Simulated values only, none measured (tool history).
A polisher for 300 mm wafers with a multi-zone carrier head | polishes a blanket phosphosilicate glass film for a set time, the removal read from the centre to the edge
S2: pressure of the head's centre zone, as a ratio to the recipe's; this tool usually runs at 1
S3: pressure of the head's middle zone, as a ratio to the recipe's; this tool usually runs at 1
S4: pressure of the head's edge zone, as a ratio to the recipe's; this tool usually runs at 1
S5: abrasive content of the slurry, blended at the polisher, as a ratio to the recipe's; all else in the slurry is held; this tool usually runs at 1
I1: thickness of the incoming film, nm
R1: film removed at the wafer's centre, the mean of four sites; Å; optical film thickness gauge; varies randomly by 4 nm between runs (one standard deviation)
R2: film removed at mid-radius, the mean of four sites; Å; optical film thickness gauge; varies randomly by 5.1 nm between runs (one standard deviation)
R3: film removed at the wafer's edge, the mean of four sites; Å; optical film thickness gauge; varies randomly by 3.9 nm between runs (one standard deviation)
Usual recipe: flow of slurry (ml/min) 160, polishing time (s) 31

{"run": 1, "hour": 0.0, "flow of slurry (ml/min)": 160, "S2": 1, "S3": 1, "S4": 1, "S5": 1, "polishing time (s)": 37, "I1": 2996.7, "R1": 3958, "R2": 4206, "R3": 4086}
{"run": 2, "hour": 11.1, "flow of slurry (ml/min)": 160, "S2": 1, "S3": 1, "S4": 1, "S5": 1, "polishing time (s)": 37, "I1": 3027, "R1": 3895, "R2": 4146, "R3": 4068}
{"hour": 18.1, "done": "worn pad replaced by a new one"}
{"run": 3, "hour": 18.7, "flow of slurry (ml/min)": 160, "S2": 1, "S3": 1, "S4": 1, "S5": 1, "polishing time (s)": 37, "I1": 3000.7, "R1": 3804, "R2": 4067, "R3": 4185}
{"run": 4, "hour": 33.2, "flow of slurry (ml/min)": 160, "S2": 1, "S3": 1, "S4": 1, "S5": 1, "polishing time (s)": 31, "I1": 2963.9, "R1": 3212, "R2": 3413, "R3": 3484}
{"run": 5, "hour": 48.6, "flow of slurry (ml/min)": 160, "S2": 1, "S3": 1, "S4": 1, "S5": 1, "polishing time (s)": 31, "I1": 2997.7, "R1": 3267, "R2": 3493, "R3": 3472}
{"run": 6, "hour": 55.0, "flow of slurry (ml/min)": 160, "S2": 1, "S3": 1, "S4": 1, "S5": 1, "polishing time (s)": 31, "I1": 3003.9, "R1": 3218, "R2": 3379, "R3": 3372}
{"run": 7, "hour": 70.6, "flow of slurry (ml/min)": 160, "S2": 1, "S3": 1, "S4": 1, "S5": 1, "polishing time (s)": 31, "I1": 2997.4, "R1": 3112, "R2": 3408, "R3": 3433}
{"hour": 75.3, "done": "worn pad replaced by a new one"}
{"run": 8, "hour": 107.7, "flow of slurry (ml/min)": 160, "S2": 1, "S3": 1, "S4": 1, "S5": 1, "polishing time (s)": 31, "I1": 3055, "R1": 3062, "R2": 3469, "R3": 3496}
{"hour": 122.8, "done": "worn pad replaced by a new one"}
{"run": 9, "hour": 123.5, "flow of slurry (ml/min)": 160, "S2": 1, "S3": 1, "S4": 1, "S5": 1, "polishing time (s)": 31, "I1": 2972, "R1": 3175, "R2": 3367, "R3": 3445}
{"run": 10, "hour": 138.2, "flow of slurry (ml/min)": 160, "S2": 1, "S3": 1, "S4": 1.07, "S5": 1, "polishing time (s)": 31, "I1": 2971.2, "R1": 3015, "R2": 3444, "R3": 3571}
{"hour": 153.6, "done": "edge zone pressure recalibrated"}
{"run": 11, "hour": 162.2, "flow of slurry (ml/min)": 160, "S2": 1, "S3": 1, "S4": 1, "S5": 0.8, "polishing time (s)": 31, "I1": 3005.5, "R1": 2628, "R2": 2880, "R3": 2915}
{"run": 12, "hour": 168.3, "flow of slurry (ml/min)": 160, "S2": 1, "S3": 1, "S4": 1, "S5": 1, "polishing time (s)": 31, "I1": 3025, "R1": 3065, "R2": 3484, "R3": 3554}
{"hour": 172.7, "done": "worn pad replaced by a new one"}
{"hour": 176.7, "done": "carrier head's membrane replaced by a new one"}
{"run": 13, "hour": 178.3, "flow of slurry (ml/min)": 160, "S2": 1, "S3": 0.96, "S4": 1, "S5": 1, "polishing time (s)": 31, "I1": 2993.5, "R1": 3088, "R2": 3206, "R3": 3481}
{"hour": 181.7, "done": "centre zone pressure recalibrated"}
{"hour": 185.8, "done": "slurry nozzle cleaned"}
{"run": 14, "hour": 194.3, "flow of slurry (ml/min)": 160, "S2": 1, "S3": 1, "S4": 1.04, "S5": 1, "polishing time (s)": 31, "I1": 2980, "R1": 3441, "R2": 3498, "R3": 3543}
{"run": 15, "hour": 207.0, "flow of slurry (ml/min)": 175, "S2": 1.04, "S3": 1, "S4": 1, "S5": 1, "polishing time (s)": 38, "I1": 2993.8, "R1": 4521, "R2": 4263, "R3": 4307}
{"hour": 221.8, "done": "worn pad replaced by a new one"}
{"run": 16, "hour": 222.3, "flow of slurry (ml/min)": 160, "S2": 1, "S3": 1.05, "S4": 1, "S5": 1, "polishing time (s)": 40, "I1": 2982.3, "R1": 4325, "R2": 4566, "R3": 4485}
{"run": 17, "hour": 231.4, "flow of slurry (ml/min)": 160, "S2": 0.92, "S3": 1, "S4": 0.96, "S5": 0.75, "polishing time (s)": 24, "I1": 3040.2, "R1": 1958, "R2": 2098, "R3": 2063}
{"run": 18, "hour": 247.2, "flow of slurry (ml/min)": 140, "S2": 1, "S3": 0.9, "S4": 1, "S5": 1, "polishing time (s)": 31, "I1": 3024.9, "R1": 3296, "R2": 3044, "R3": 3430}
{"run": 19, "hour": 259.5, "flow of slurry (ml/min)": 160, "S2": 1, "S3": 1, "S4": 1, "S5": 1, "polishing time (s)": 31, "I1": 2982.3, "R1": 3443, "R2": 3494, "R3": 3430}

What if the next run were any one of these 3? Each begins from the tool's condition after run 19:
{"run": "A", "hour": 259.9, "flow of slurry (ml/min)": 125, "S2": 1, "S3": 1, "S4": 1, "S5": 1, "polishing time (s)": 31, "I1": 2987.2, "R1": "?", "R2": "?", "R3": "?"}
{"run": "B", "hour": 259.9, "flow of slurry (ml/min)": 145, "S2": 1, "S3": 1.05, "S4": 1, "S5": 1, "polishing time (s)": 24, "I1": 2987.2, "R1": "?", "R2": "?", "R3": "?"}
{"run": "C", "hour": 259.9, "flow of slurry (ml/min)": 160, "S2": 0.91, "S3": 1, "S4": 1, "S5": 1, "polishing time (s)": 40, "I1": 2987.2, "R1": "?", "R2": "?", "R3": "?"}

run=A R1=3226 R2=3223 R3=3334
run=B R1=2602 R2=2695 R3=2645
run=C R1=4053 R2=4400 R3=4477
Without the tool's unlogged condition, the same runs would have read:
run=A R1=3194 R2=3223 R3=3334
run=B R1=2576 R2=2695 R3=2645
run=C R1=4012 R2=4400 R3=4477

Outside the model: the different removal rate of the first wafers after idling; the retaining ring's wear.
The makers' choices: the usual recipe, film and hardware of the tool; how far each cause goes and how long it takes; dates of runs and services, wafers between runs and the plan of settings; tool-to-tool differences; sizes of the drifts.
